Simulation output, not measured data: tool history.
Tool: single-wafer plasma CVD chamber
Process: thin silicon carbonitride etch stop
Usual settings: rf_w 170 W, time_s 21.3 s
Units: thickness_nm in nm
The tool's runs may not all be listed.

run     day  rf_w  time_s  read-back reference wafer on the same gauge, thickness_nm  thickness_nm
  1   0.000   170    21.3                                                     12.901        11.759
  2   0.350   170    21.3                                                     12.902        11.785
  3   0.867   170    21.3                                                     12.901        11.785
  4   1.567   170    21.3                                                     12.898        11.755
  5   1.912   170    21.3                                                     12.898        11.767
  6   2.175   160    21.3                                                     12.902        11.543
  7   2.908   160    21.3                                                     12.900        11.537
  8   3.479   160    21.3                                                     12.900        11.517
  9   4.229   170    21.3                                                     12.900        11.755
 10   4.683   170    21.3                                                     12.900        11.713
 11   4.946   170    21.3                                                     12.899        11.706
 12   5.362   170    21.3                                                     12.901        11.696
      6.029  -- gauge calibrated
      6.088  -- RF generator calibrated
 13   6.108   140    23.0                                                     12.901        12.222
 14   6.392   160    20.2                                                     12.898        11.222
      7.912  -- showerhead replaced
      8.204  -- thermocouple changed; heater temperature recalibrated
 15   8.296   150    18.4                                                     12.903        10.012
 16   8.729   170    21.3                                                     12.901        12.030
 17   9.246   150    17.2                                                     12.899         9.327
 18   9.800   190    23.6                                                     12.903        13.825
 19  10.288   140    24.9                                                     12.900        13.261
 20  10.546   170    24.1                                                     12.903        13.612

Forecast run 21:
 21  10.817   190    18.7                                                          ?             ?

Run 21 gave read-back reference wafer on the same gauge, thickness_nm 12.897, thickness_nm 10.909 nm.
Without the tool's hidden state the same run would have given thickness_nm 10.961 nm.
